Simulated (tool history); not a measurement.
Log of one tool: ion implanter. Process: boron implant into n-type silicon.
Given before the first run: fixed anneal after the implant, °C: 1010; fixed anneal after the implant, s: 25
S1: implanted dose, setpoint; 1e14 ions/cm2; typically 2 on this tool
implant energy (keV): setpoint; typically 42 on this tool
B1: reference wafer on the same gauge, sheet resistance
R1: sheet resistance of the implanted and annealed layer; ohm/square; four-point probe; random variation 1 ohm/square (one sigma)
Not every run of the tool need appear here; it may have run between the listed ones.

run 1 hour=0 | S1=2 implant_energy_(keV)=42 | B1=363.13 | R1=392.03
run 2 hour=12.1 | S1=2 implant_energy_(keV)=50 | B1=362.58 | R1=384.06
-- hour=67.7 gauge calibrated
run 3 hour=74.3 | S1=2 implant_energy_(keV)=50 | B1=363.06 | R1=380.63
run 4 hour=104 | S1=2 implant_energy_(keV)=50 | B1=362.97 | R1=382.34
run 5 hour=138.3 | S1=2 implant_energy_(keV)=42 | B1=362.97 | R1=390.37
run 6 hour=160.9 | S1=1.54 implant_energy_(keV)=42 | B1=363.19 | R1=472.85
run 7 hour=189.7 | S1=1.54 implant_energy_(keV)=42 | B1=363.05 | R1=474.18
run 8 hour=202.3 | S1=1.54 implant_energy_(keV)=42 | B1=363.25 | R1=471.9
-- hour=215.3 extraction supply calibrated
run 9 hour=225.4 | S1=1.58 implant_energy_(keV)=46 | B1=363.06 | R1=457.62
-- hour=241.1 Faraday cup replaced and dose calibrated
run 10 hour=241.6 | S1=1.58 implant_energy_(keV)=46 | B1=363.04 | R1=469.98
run 11 hour=254.3 | S1=1.58 implant_energy_(keV)=46 | B1=362.72 | R1=471.58
run 12 hour=268.3 | S1=1.61 implant_energy_(keV)=42 | B1=362.64 | R1=471.25
run 13 hour=302.7 | S1=1.43 implant_energy_(keV)=53 | B1=362.95 | R1=493.5
run 14 hour=324.3 | S1=2 implant_energy_(keV)=50 | B1=362.89 | R1=390.98
run 15 hour=345.3 | S1=2 implant_energy_(keV)=52.5 | B1=362.91 | R1=386.88
run 16 hour=374.9 | S1=2 implant_energy_(keV)=42 | B1=362.91 | R1=399.27
run 17 hour=389 | S1=2 implant_energy_(keV)=42 | B1=363.13 | R1=398.71
run 18 hour=405.6 | S1=2 implant_energy_(keV)=55 | B1=362.99 | R1=384.26
-- hour=425.4 gauge calibrated
run 19 hour=426.9 | S1=2.19 implant_energy_(keV)=56.5 | B1=362.84 | R1=356.09
run 20 hour=455.1 | S1=1.55 implant_energy_(keV)=50 | B1=362.81 | R1=467.47
run 21 hour=480.1 | S1=2 implant_energy_(keV)=42 | B1=362.91 | R1=399.28
run 22 hour=495.7 | S1=1.76 implant_energy_(keV)=37 | B1=362.96 | R1=448.45
run 23 hour=510.2 | S1=2 implant_energy_(keV)=46.5 | B1=362.84 | R1=392.84
run 24 hour=535.9 | S1=2.6 implant_energy_(keV)=30 | B1=363.09 | R1=338.59
run 25 hour=553.1 | S1=2.24 implant_energy_(keV)=54.5 | B1=362.83 | R1=351.73

What if the next run were any one of these 5? Each begins from the tool's condition after run 25:
run A hour=553.5 | S1=2 implant_energy_(keV)=46 | B1=? | R1=?
run B hour=553.5 | S1=1.61 implant_energy_(keV)=30 | B1=? | R1=?
run C hour=553.5 | S1=2.59 implant_energy_(keV)=49.5 | B1=? | R1=?
run D hour=553.5 | S1=2.59 implant_energy_(keV)=37 | B1=? | R1=?
run E hour=553.5 | S1=1.7 implant_energy_(keV)=42 | B1=? | R1=?

run=A B1=363.05 R1=391.74
run=B B1=363.05 R1=490.61
run=C B1=363.05 R1=319.51
run=D B1=363.05 R1=331.39
run=E B1=363.05 R1=447.56
Without the tool's hidden state the same runs would have given:
run=A R1=396.3
run=B R1=496.51
run=C R1=323.34
run=D R1=335.46
run=E R1=452.74
